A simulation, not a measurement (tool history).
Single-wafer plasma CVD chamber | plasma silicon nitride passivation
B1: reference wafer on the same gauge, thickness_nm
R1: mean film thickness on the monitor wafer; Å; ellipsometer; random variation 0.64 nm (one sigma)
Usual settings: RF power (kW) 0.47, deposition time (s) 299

Run 1, hour 0: usual settings; B1 387.689. Result: R1 4273.01 Å.
Run 2, hour 14.7: usual settings; B1 388.034. Result: R1 4285.03 Å.
Run 3, hour 30.2: usual settings; B1 388.023. Result: R1 4275.15 Å.
Run 4, hour 38.4: usual settings; B1 388.193. Result: R1 4272.49 Å.
Run 5, hour 51.8: usual settings; B1 388.058. Result: R1 4281.79 Å.
At hour 57.5: gauge calibrated.
Run 6, hour 67.7: usual settings; B1 387.998. Result: R1 4269.5 Å.
Run 7, hour 74.7: usual settings; B1 388.043. Result: R1 4280.58 Å.
Run 8, hour 81.2: usual settings; B1 388.061. Result: R1 4274.13 Å.
Run 9, hour 93.1: usual settings; B1 387.967. Result: R1 4270.07 Å.
Run 10, hour 110.1: usual settings; B1 387.868. Result: R1 4273.8 Å.
Run 11, hour 125.1: usual settings but RF power (kW) 0.505; B1 388.123. Result: R1 4340.59 Å.
At hour 166.5: RF generator calibrated.
Run 12, hour 167: usual settings but RF power (kW) 0.505; B1 387.877. Result: R1 4343.96 Å.
Run 13, hour 180.7: usual settings but RF power (kW) 0.505; B1 387.714. Result: R1 4344.87 Å.
Run 14, hour 194.9: usual settings; B1 387.994. Result: R1 4278.02 Å.
Run 15, hour 205.8: usual settings; B1 388.172. Result: R1 4271.8 Å.
Run 16, hour 219: usual settings but RF power (kW) 0.425, deposition time (s) 312; B1 388.184. Result: R1 4367.88 Å.
Run 17, hour 231.4: usual settings; B1 388.163. Result: R1 4279.18 Å.
Run 18, hour 241: usual settings but RF power (kW) 0.405, deposition time (s) 355; B1 387.778. Result: R1 4915.4 Å.
Run 19, hour 254.8: usual settings; B1 387.809. Result: R1 4276.02 Å.
Run 20, hour 264: usual settings; B1 387.963. Result: R1 4279.54 Å.
Run 21, hour 281.7: usual settings but RF power (kW) 0.405, deposition time (s) 336; B1 388.267. Result: R1 4664.37 Å.
Run 22, hour 295.1: usual settings but RF power (kW) 0.39; B1 387.836. Result: R1 4115.68 Å.
Run 23, hour 305.2: usual settings; B1 388.009. Result: R1 4284.98 Å.
At hour 307.3: gauge calibrated.
At hour 315.1: showerhead replaced.
Run 24, hour 315.6: usual settings but RF power (kW) 0.515, deposition time (s) 325; B1 387.744. Result: R1 4742.07 Å.
Run 25, hour 328: usual settings but RF power (kW) 0.405, deposition time (s) 341; B1 388.067. Result: R1 4716.06 Å.
Run 26, hour 334.2: usual settings but deposition time (s) 280; B1 388.16. Result: R1 4006.83 Å.
Run 27, hour 349.9: usual settings but deposition time (s) 341; B1 388.383. Result: R1 4867.85 Å.
Run 28, hour 366.4: usual settings but RF power (kW) 0.43, deposition time (s) 252; B1 388.236. Result: R1 3525.9 Å.
Run 29, hour 373.9: usual settings but RF power (kW) 0.42, deposition time (s) 347; B1 388.07. Result: R1 4833.06 Å.
Run 30, hour 386.3: usual settings but RF power (kW) 0.495; B1 387.626. Result: R1 4330.48 Å.
Run 31, hour 397.6: usual settings but RF power (kW) 0.415, deposition time (s) 316; B1 387.962. Result: R1 4392.35 Å.
Run 32, hour 406.8: usual settings but RF power (kW) 0.415; B1 387.952. Result: R1 4171.25 Å.

The tool's hidden state at each run:
delivered RF power above the setpoint (%): 0 in every run
gauge reads high (%): 0 in every run
